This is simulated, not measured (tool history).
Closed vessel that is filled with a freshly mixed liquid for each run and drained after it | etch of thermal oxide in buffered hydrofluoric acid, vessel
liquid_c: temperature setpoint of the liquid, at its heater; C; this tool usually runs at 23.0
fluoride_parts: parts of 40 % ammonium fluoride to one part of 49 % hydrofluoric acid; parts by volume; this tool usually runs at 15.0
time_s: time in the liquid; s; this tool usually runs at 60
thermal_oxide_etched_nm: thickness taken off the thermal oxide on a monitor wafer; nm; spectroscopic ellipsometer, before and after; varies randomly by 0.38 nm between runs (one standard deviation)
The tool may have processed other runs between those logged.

| run | hour | liquid_c | fluoride_parts | time_s | wafers since the last listed run | hours since the thermometer was replaced | hours since the hydrofluoric acid flow meter was replaced | hours since the gauge calibration | read-back film thickness of the thermal oxide reference wafer, read on the same gauge (nm) | thermal_oxide_etched_nm |
|---|---|---|---|---|---|---|---|---|---|---|
| 1 | 0.0 | 23.0 | 15.0 | 60 | 0 | 629.1 | 869.5 | 154.5 | 60.00 | 47.76 |
| 2 | 70.6 | 23.0 | 15.0 | 60 | 5021 | 699.7 | 940.1 | 225.1 | 60.00 | 47.69 |
| 3 | 117.6 | 23.0 | 15.0 | 60 | 3342 | 746.7 | 987.1 | 272.1 | 60.02 | 48.16 |
| 4 | 310.3 | 23.0 | 15.0 | 60 | 13705 | 939.4 | 1179.8 | 464.8 | 60.00 | 49.18 |
|  | 331.2 | hydrofluoric acid flow meter replaced |
| 5 | 352.5 | 21.5 | 15.0 | 75 | 2930 | 981.6 | 21.3 | 507.0 | 59.98 | 56.41 |
| 6 | 377.2 | 23.0 | 15.0 | 60 | 1756 | 1006.3 | 46.0 | 531.7 | 60.00 | 48.89 |
| 7 | 440.6 | 23.0 | 12.5 | 60 | 4509 | 1069.7 | 109.4 | 595.1 | 59.99 | 58.72 |
|  | 443.2 | thermometer replaced |
| 8 | 489.4 | 23.0 | 12.5 | 60 | 3399 | 46.2 | 158.2 | 643.9 | 60.00 | 63.39 |
| 9 | 555.8 | 23.0 | 12.5 | 60 | 4722 | 112.6 | 224.6 | 710.3 | 59.99 | 63.51 |
| 10 | 620.0 | 21.5 | 15.0 | 75 | 4566 | 176.8 | 288.8 | 774.5 | 60.00 | 62.17 |
| 11 | 645.5 | 23.0 | 15.0 | 60 | 1813 | 202.3 | 314.3 | 800.0 | 59.99 | 54.60 |
|  | 652.0 | thermometer replaced, repeated, since the last time left the tool worse |
| 12 | 717.4 | 23.0 | 15.0 | 40 | 5042 | 65.4 | 386.2 | 871.9 | 59.99 | 30.20 |
|  | 754.2 | gauge calibrated |
| 13 | 757.5 | 26.0 | 15.0 | 60 | 2852 | 105.5 | 426.3 | 3.3 | 59.99 | 53.57 |
| 14 | 781.9 | 26.0 | 18.5 | 70 | 1735 | 129.9 | 450.7 | 27.7 | 59.99 | 51.41 |
| 15 | 808.3 | 20.5 | 15.0 | 60 | 1877 | 156.3 | 477.1 | 54.1 | 59.98 | 40.73 |
| 16 | 863.6 | 23.0 | 18.5 | 60 | 3933 | 211.6 | 532.4 | 109.4 | 60.00 | 37.71 |
| 17 | 904.0 | 23.0 | 15.0 | 60 | 2873 | 252.0 | 572.8 | 149.8 | 60.01 | 46.02 |
| 18 | 953.2 | 23.0 | 10.5 | 60 | 3499 | 301.2 | 622.0 | 199.0 | 60.00 | 66.08 |
| 19 | 979.3 | 25.5 | 15.0 | 50 | 1856 | 327.3 | 648.1 | 225.1 | 60.00 | 44.34 |

Each run again, without the hidden state but with its own random variation kept:
Unlogged tool condition in this case: liquid hotter than its thermometer reads (K); hydrofluoric acid flow above the setpoint (%); gauge reads high (%).
| run | thermal_oxide_etched_nm |
|---|---|
| 1 | 45.38 |
| 2 | 45.07 |
| 3 | 45.35 |
| 4 | 45.63 |
| 5 | 52.12 |
| 6 | 45.11 |
| 7 | 53.92 |
| 8 | 53.78 |
| 9 | 53.63 |
| 10 | 52.11 |
| 11 | 45.77 |
| 12 | 30.00 |
| 13 | 53.06 |
| 14 | 50.83 |
| 15 | 40.17 |
| 16 | 37.03 |
| 17 | 45.04 |
| 18 | 64.43 |
| 19 | 43.16 |

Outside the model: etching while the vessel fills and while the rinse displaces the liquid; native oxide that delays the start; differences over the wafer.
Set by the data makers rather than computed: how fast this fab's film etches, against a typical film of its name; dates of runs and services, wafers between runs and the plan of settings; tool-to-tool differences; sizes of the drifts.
